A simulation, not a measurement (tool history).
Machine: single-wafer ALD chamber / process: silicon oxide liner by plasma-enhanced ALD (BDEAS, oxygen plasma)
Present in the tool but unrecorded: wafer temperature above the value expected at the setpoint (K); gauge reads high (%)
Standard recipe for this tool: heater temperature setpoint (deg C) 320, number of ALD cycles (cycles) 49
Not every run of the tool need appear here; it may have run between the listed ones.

run,hour,heater temperature setpoint (deg C),number of ALD cycles (cycles),wafers since the last listed run,hours since the last thermocouple change,hours since the gauge calibration,"read-back reference wafer on the same gauge, thickness_nm",mean film thickness on the monitor wafer (angstrom)
1,0,320,49,0,918.1,1506.4,4.55,48.78
2,84.8,320,49,497,1002.9,1591.2,4.553,49.14
3,140.8,320,49,328,1058.9,1647.2,4.552,49.07
4,180.4,320,49,232,1098.5,1686.8,4.552,49.22
5,241,325,43,355,1159.1,1747.4,4.559,42.64
6,329.4,320,49,518,1247.5,1835.8,4.555,49.14
7,372.7,314,53,253,1290.8,1879.1,4.551,53.81
8,422.1,324,49,289,1340.2,1928.5,4.562,48.94
9,487.6,324,49,384,1405.7,1994,4.564,48.89
10,539.9,324,49,306,1458,2046.3,4.561,48.95
11,647.8,312,43,632,1565.9,2154.2,4.566,44.14
12,725.4,320,49,455,1643.5,2231.8,4.568,48.95
13,818.8,320,49,547,1736.9,2325.2,4.579,49.28
14,899.8,320,49,474,1817.9,2406.2,4.576,49.52
15,986.4,326,49,507,1904.5,2492.8,4.574,49.01
16,1066.9,320,49,472,1985,2573.3,4.583,49.28
17,1112.2,320,52,265,2030.3,2618.6,4.58,52.57
18,1193.1,320,52,474,2111.2,2699.5,4.577,52.75
19,1281.1,329,49,516,2199.2,2787.5,4.58,48.83
20,1355.9,309,42,438,2274,2862.3,4.576,43.1
21,1434,335,56,457,2352.1,2940.4,4.584,55.37
22,1503.7,305,56,408,2421.8,3010.1,4.584,57.69
23,1562,307,53,341,2480.1,3068.4,4.58,54.84
# hour 1590.4: gauge calibrated
24,1640.6,332,54,460,2558.7,50.2,4.354,50.75
# hour 1654: thermocouple changed; heater temperature recalibrated
25,1728.8,314,57,470,74.8,138.4,4.37,55.14
26,1775.9,320,49,276,121.9,185.5,4.377,47.19
27,1868.6,305,56,543,214.6,278.2,4.398,56.21
28,1919.9,328,40,300,265.9,329.5,4.408,38.04
29,2168.1,309,49,1455,514.1,577.7,4.442,48.96
30,2227.4,320,49,347,573.4,637,4.449,47.95
31,2289.3,320,49,362,635.3,698.9,4.46,48.04
32,2346.6,320,49,335,692.6,756.2,4.466,48.06
33,2406.7,330,54,352,752.7,816.3,4.471,51.97
34,2580.2,316,41,1017,926.2,989.8,4.49,40.39
35,2622.4,320,49,247,968.4,1032,4.486,48.62
36,2689.9,307,49,395,1035.9,1099.5,4.493,49.2
37,2732.8,307,55,251,1078.8,1142.4,4.501,55.03
38,2803.9,310,57,416,1149.9,1213.5,4.506,57.14
39,2901,320,57,569,1247,1310.6,4.512,56.94

5 options for the next run, each taken on its own from the tool as it stands now. Forecast them:
A,2901.5,320,55,2,1247.5,1311.1,?,?
B,2901.5,328,57,2,1247.5,1311.1,?,?
C,2901.5,324,42,2,1247.5,1311.1,?,?
D,2901.5,328,42,2,1247.5,1311.1,?,?
E,2901.5,326,45,2,1247.5,1311.1,?,?

run,"read-back reference wafer on the same gauge, thickness_nm",mean film thickness on the monitor wafer (angstrom)
A,4.51,54.34
B,4.51,55.58
C,4.51,41.23
D,4.51,40.95
E,4.51,44.02
What these runs would have given with no unlogged condition in the tool:
run,mean film thickness on the monitor wafer (angstrom)
A,52.67
B,53.87
C,39.96
D,39.69
E,42.67

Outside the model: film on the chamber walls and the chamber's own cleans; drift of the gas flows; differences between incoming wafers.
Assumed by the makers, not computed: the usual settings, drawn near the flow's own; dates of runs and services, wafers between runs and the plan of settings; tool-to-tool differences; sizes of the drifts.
